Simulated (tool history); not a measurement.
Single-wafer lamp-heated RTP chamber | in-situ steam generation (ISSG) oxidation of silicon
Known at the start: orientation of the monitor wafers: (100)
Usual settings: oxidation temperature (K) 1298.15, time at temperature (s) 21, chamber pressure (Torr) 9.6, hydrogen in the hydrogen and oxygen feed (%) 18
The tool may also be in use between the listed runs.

run,day,oxidation temperature (K),time at temperature (s),chamber pressure (Torr),hydrogen in the hydrogen and oxygen feed (%),wafers since the last listed run,wafers since the last pyrometer calibration,hours since the pressure gauge was zeroed,hours since the hydrogen flow controller was replaced,hours since the gauge calibration,"read-back reference wafer on the same gauge, thickness",oxide thickness on the monitor wafer (Å)
1,0,1298.15,21,9.6,18,0,5025,3084.8,6808,116.9,7.542,65.92
2,0.6,1298.15,21,9.6,18,105,5131,3099.2,6822.4,131.3,7.54,66.12
3,1.025,1298.15,21,9.6,18,74,5206,3109.4,6832.6,141.5,7.543,66.08
4,1.675,1298.15,21,9.6,18,114,5321,3125,6848.2,157.1,7.539,66.12
5,2.362,1298.15,21,9.6,22,121,5442,3141.5,6864.7,173.6,7.541,69.1
6,2.738,1298.15,21,9.6,22,66,5508,3150.5,6873.7,182.6,7.54,69.34
7,3.1,1298.15,21,9.6,22,63,5572,3159.2,6882.4,191.3,7.541,69.29
8,3.671,1298.15,21,9.6,18,100,5673,3172.9,6896.1,205,7.541,66.44
9,4.042,1298.15,21,9.6,15,65,5739,3181.8,6905,213.9,7.541,63.9
10,4.617,1298.15,16,9.6,18,101,5840,3195.6,6918.8,227.7,7.539,58.13
11,4.988,1298.15,16,9.6,18,65,5905,3204.5,6927.7,236.6,7.541,58.21
# day 5.354: hydrogen flow controller replaced
12,5.671,1298.15,16,9.6,18,61,5967,3220.9,7.6,253,7.541,58.04
13,6.196,1298.15,21,9.6,18,92,6060,3233.5,20.2,265.6,7.541,66.61
14,6.621,1314.15,17,9.6,18,74,6135,3243.7,30.4,275.8,7.538,65.07
# day 7.288: pyrometer window cleaned and pyrometer calibrated
# day 7.629: pressure gauge zeroed
15,7.65,1298.15,21,9.6,12,63,4,0.5,55.1,300.5,7.536,59.41
16,7.667,1291.15,21,9.6,18,2,7,0.9,55.5,300.9,7.541,62.63
17,7.679,1298.15,13,9.6,18,2,10,1.2,55.8,301.2,7.541,51.27
# day 8.188: gauge calibrated
18,8.25,1298.15,21,9.6,18,100,110,14.9,69.5,1.5,7.539,64.83
19,8.9,1298.15,21,10.2,15,114,225,30.5,85.1,17.1,7.539,61.63
20,9.3,1298.15,21,9.6,18,70,296,40.1,94.7,26.7,7.538,64.8
21,9.879,1298.15,21,9.6,18,102,398,54,108.6,40.6,7.542,64.69
22,10.492,1298.15,21,9.6,18,108,506,68.7,123.3,55.3,7.538,64.83
23,11.083,1298.15,21,9.6,18,104,610,82.9,137.5,69.5,7.539,64.57
24,11.346,1298.15,21,9.6,18,46,657,89.2,143.8,75.8,7.54,64.79
25,11.842,1316.15,21,9.6,18,87,744,101.1,155.7,87.7,7.54,70.95
26,12.129,1298.15,21,8.2,18,50,795,108,162.6,94.6,7.541,65.81
27,12.658,1298.15,21,9.6,18,93,888,120.7,175.3,107.3,7.539,64.85
28,13.129,1298.15,21,9.6,26,83,971,132,186.6,118.6,7.542,70.47
29,13.854,1298.15,21,8.5,18,127,1099,149.4,204,136,7.539,65.65
30,14.288,1298.15,15,9.6,18,76,1176,159.8,214.4,146.4,7.54,55
31,14.867,1279.15,21,10.2,18,102,1278,173.7,228.3,160.3,7.537,58.93

Some steps in oxide thickness on the monitor wafer (Å) between neighbouring runs. How much of each would the tool show without its hidden state too (settings, what came in, random variation), and how much is left for the hidden state, with any gauge scatter that isn't in both results?
The hidden state here: true wafer temperature minus pyrometer reading, K; true pressure minus gauge reading, Torr; deviation of the hydrogen flow from its setpoint, %; gauge reads high (%).
Run 9 -> 10: time at temperature (s) 21 -> 16, hydrogen in the hydrogen and oxygen feed (%) 15 -> 18. oxide thickness on the monitor wafer (Å) -5.77: hidden state -0.23, all else -5.54.
Run 12 -> 13: time at temperature (s) 16 -> 21. oxide thickness on the monitor wafer (Å) +8.57: hidden state +0.45, all else +8.12.
Run 14 -> 15: oxidation temperature (K) 1314.15 -> 1298.15, time at temperature (s) 17 -> 21, hydrogen in the hydrogen and oxygen feed (%) 18 -> 12, pyrometer window cleaned and pyrometer calibrated, pressure gauge zeroed. oxide thickness on the monitor wafer (Å) -5.66: hidden state -2.02, all else -3.64.
Run 16 -> 17: oxidation temperature (K) 1291.15 -> 1298.15, time at temperature (s) 21 -> 13. oxide thickness on the monitor wafer (Å) -11.36: hidden state -0.07, all else -11.29.
Run 17 -> 18: time at temperature (s) 13 -> 21, gauge calibrated. oxide thickness on the monitor wafer (Å) +13.56: hidden state +0.1, all else +13.46.
Run 29 -> 30: time at temperature (s) 21 -> 15, chamber pressure (Torr) 8.5 -> 9.6. oxide thickness on the monitor wafer (Å) -10.65: hidden state -0.08, all else -10.57.
